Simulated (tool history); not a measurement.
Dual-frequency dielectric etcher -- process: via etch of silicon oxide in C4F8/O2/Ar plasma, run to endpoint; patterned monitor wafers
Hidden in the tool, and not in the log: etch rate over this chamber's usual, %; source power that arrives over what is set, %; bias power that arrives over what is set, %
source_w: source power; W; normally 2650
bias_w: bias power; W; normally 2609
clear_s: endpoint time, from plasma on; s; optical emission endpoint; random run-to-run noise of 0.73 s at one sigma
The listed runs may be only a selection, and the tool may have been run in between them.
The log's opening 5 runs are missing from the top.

run   hour  source_w  bias_w  wafers since the last listed run  hours since the last wet clean  hours since the last source power generator calibration  hours since the last bias power generator calibration  hours since the last upper electrode change  incoming incoming film thickness, nm  clear_s
  6   63.4      2650    2609                                98                           587.8                                                   1514.1                                                 4043.3                                       2034.6                                1436.2    251.2
  7   73.8      2650    2609                                70                           598.2                                                   1524.5                                                 4053.7                                       2045.0                                1437.9    251.2
  8   81.0      2650    2609                                48                           605.4                                                   1531.7                                                 4060.9                                       2052.2                                1416.4    248.5
  9   98.7      2450    2609                               119                           623.1                                                   1549.4                                                 4078.6                                       2069.9                                1413.0    254.5
     124.0  -- wet clean of the chamber
 10  124.5      2450    2609                                12                             0.5                                                   1575.2                                                 4104.4                                       2095.7                                1416.1    248.6
 11  124.9      2650    2609                                 2                             0.9                                                   1575.6                                                 4104.8                                       2096.1                                1420.6    243.0
 12  138.6      2650    2609                                92                            14.6                                                   1589.3                                                 4118.5                                       2109.8                                1409.8    240.2
     204.8  -- upper electrode replaced
 13  205.3      2650    2609                               287                            81.3                                                   1656.0                                                 4185.2                                          0.5                                1424.0    243.8
 14  205.7      2650    2609                                 2                            81.7                                                   1656.4                                                 4185.6                                          0.9                                1421.2    244.0
 15  210.2      2650    2609                                30                            86.2                                                   1660.9                                                 4190.1                                          5.4                                1424.3    244.8
 16  217.2      2450    2609                                47                            93.2                                                   1667.9                                                 4197.1                                         12.4                                1425.1    249.6
 17  229.6      2090    3156                                83                           105.6                                                   1680.3                                                 4209.5                                         24.8                                1408.6    243.8
     245.1  -- bias power generator calibrated
 18  245.6      2040    2203                                80                           121.6                                                   1696.3                                                    0.5                                         40.8                                1428.9    282.7
 19  254.5      2230    2609                                59                           130.5                                                   1705.2                                                    9.4                                         49.7                                1413.3    255.8
 20  269.1      2300    3033                                98                           145.1                                                   1719.8                                                   24.0                                         64.3                                1437.3    244.7
 21  282.3      2010    2374                                88                           158.3                                                   1733.0                                                   37.2                                         77.5                                1423.5    275.8
     300.8  -- source power generator calibrated
 22  301.3      3060    3078                               101                           177.3                                                      0.5                                                   56.2                                         96.5                                1405.8    217.6
 23  313.1      3140    3057                                79                           189.1                                                     12.3                                                   68.0                                        108.3                                1422.7    219.6
 24  325.7      2010    2022                                84                           201.7                                                     24.9                                                   80.6                                        120.9                                1415.8    291.5
 25  335.3      2650    2609                                64                           211.3                                                     34.5                                                   90.2                                        130.5                                1412.2    243.6
 26  351.0      2650    2269                               105                           227.0                                                     50.2                                                  105.9                                        146.2                                1426.8    258.7
 27  367.2      2650    2609                               109                           243.2                                                     66.4                                                  122.1                                        162.4                                1421.7    246.2
 28  379.4      3210    2791                                82                           255.4                                                     78.6                                                  134.3                                        174.6                                1419.2    224.2
 29  392.0      2420    2209                                84                           268.0                                                     91.2                                                  146.9                                        187.2                                1426.2    270.3
 30  403.2      2280    2388                                75                           279.2                                                    102.4                                                  158.1                                        198.4                                1414.2    265.4

Alternative continuations, all from the tool just after run 30; predict every row:
  A  403.7      2650    2609                                 3                           279.7                                                    102.9                                                  158.6                                        198.9                                1424.5        ?
  B  403.7      3060    2039                                 3                           279.7                                                    102.9                                                  158.6                                        198.9                                1424.5        ?
  C  403.7      2480    2609                                 3                           279.7                                                    102.9                                                  158.6                                        198.9                                1424.5        ?
  D  403.7      2410    2296                                 3                           279.7                                                    102.9                                                  158.6                                        198.9                                1424.5        ?
  E  403.7      2050    3177                                 3                           279.7                                                    102.9                                                  158.6                                        198.9                                1424.5        ?

run  clear_s
  A    246.5
  B    256.8
  C    251.6
  D    265.7
  E    248.0
Without the tool's hidden state the same runs would have given:
run  clear_s
  A    244.1
  B    254.3
  C    249.2
  D    263.2
  E    245.7
